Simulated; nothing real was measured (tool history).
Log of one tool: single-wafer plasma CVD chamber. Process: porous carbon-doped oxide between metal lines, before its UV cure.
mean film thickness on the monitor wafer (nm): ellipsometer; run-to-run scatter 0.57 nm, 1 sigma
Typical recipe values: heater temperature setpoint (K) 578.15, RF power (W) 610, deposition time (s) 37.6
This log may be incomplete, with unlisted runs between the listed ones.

run	hour	heater temperature setpoint (K)	RF power (W)	deposition time (s)	read-back reference wafer on the same gauge, thickness_nm	mean film thickness on the monitor wafer (nm)
1	0	578.15	635	37.6	214.837	229.906
2	14.3	572.15	610	37.6	215.14	231.653
3	29.9	572.15	610	37.6	214.871	232.459
4	40	587.15	610	37.6	214.939	210.514
5	53.8	578.15	610	37.6	215.222	223.068
6	64.7	578.15	610	37.6	215.04	223.188
7	77.4	578.15	610	37.6	215.137	223.193
8	86.3	574.15	610	37.6	215.187	229.718
9	97	578.15	610	34.6	215.03	206.103
10	110	578.15	610	37.6	215.061	223.465
11	117.9	578.15	610	37.6	215.076	223.624
# hour 120.5: gauge calibrated
12	126.7	578.15	610	37.6	214.987	223.928
13	138.1	578.15	610	37.6	215.284	223.956
14	155.7	578.15	610	37.6	214.924	223.957
15	172.2	578.15	610	37.6	215.118	223.402
16	190.2	578.15	610	37.6	214.827	224.132
17	213.2	566.15	610	31.8	215.153	206.631
18	226.6	567.15	610	33.9	215.017	218.637
19	235.7	565.15	535	42.3	215.238	249.002
20	245.2	578.15	610	33.9	215.066	202.103
21	254.1	578.15	610	37.6	215.023	224.078
22	270.8	578.15	610	37.6	214.997	224.031
# hour 288.5: thermocouple changed; heater temperature recalibrated
23	289.5	578.15	575	32.8	215.144	179.867
24	295.6	578.15	610	37.6	215.204	216.012
25	305.3	565.15	535	43.9	215.124	246.772
# hour 313.9: RF generator calibrated
# hour 319.9: showerhead replaced
26	320.4	593.15	530	34.4	214.966	162.229
27	328.7	582.15	730	41	215.015	259.771
28	346.4	578.15	525	37.6	215.08	192.343
29	358.1	590.15	550	32.7	214.858	161.619
30	370	587.15	510	41	214.838	193.051
31	378	578.15	610	37.6	214.993	214.204
32	394.1	578.15	610	33.1	214.959	190.306
33	411.2	592.15	500	37.6	215.325	170.46
34	428.8	578.15	610	37.6	214.944	215.79

A few steps of mean film thickness on the monitor wafer (nm) between consecutive runs. Split each: what settings, incoming material and random variation would produce without the hidden state, and what is left over for the hidden state, along with gauge scatter present in only one of the two compared results (measured, and without hidden state):
What the log doesn't record here: wafer temperature above the value expected at the setpoint (K); delivered RF power above the setpoint (%); gauge reads high (%).
Run 18 -> 19: heater temperature setpoint (K) 567.15 -> 565.15, RF power (W) 610 -> 535, deposition time (s) 33.9 -> 42.3. mean film thickness on the monitor wafer (nm) +30.365: hidden state +1.456, all else +28.909.
Run 19 -> 20: heater temperature setpoint (K) 565.15 -> 578.15, RF power (W) 535 -> 610, deposition time (s) 42.3 -> 33.9. mean film thickness on the monitor wafer (nm) -46.899: hidden state -2.638, all else -44.261.
Run 22 -> 23: RF power (W) 610 -> 575, deposition time (s) 37.6 -> 32.8, thermocouple changed; heater temperature recalibrated. mean film thickness on the monitor wafer (nm) -44.164: hidden state -9.165, all else -34.999.
Run 25 -> 26: heater temperature setpoint (K) 565.15 -> 593.15, RF power (W) 535 -> 530, deposition time (s) 43.9 -> 34.4, RF generator calibrated, showerhead replaced. mean film thickness on the monitor wafer (nm) -84.543: hidden state +0.288, all else -84.831.
Run 26 -> 27: heater temperature setpoint (K) 593.15 -> 582.15, RF power (W) 530 -> 730, deposition time (s) 34.4 -> 41. mean film thickness on the monitor wafer (nm) +97.542: hidden state -0.131, all else +97.673.
Run 27 -> 28: heater temperature setpoint (K) 582.15 -> 578.15, RF power (W) 730 -> 525, deposition time (s) 41 -> 37.6. mean film thickness on the monitor wafer (nm) -67.428: hidden state +0.169, all else -67.597.
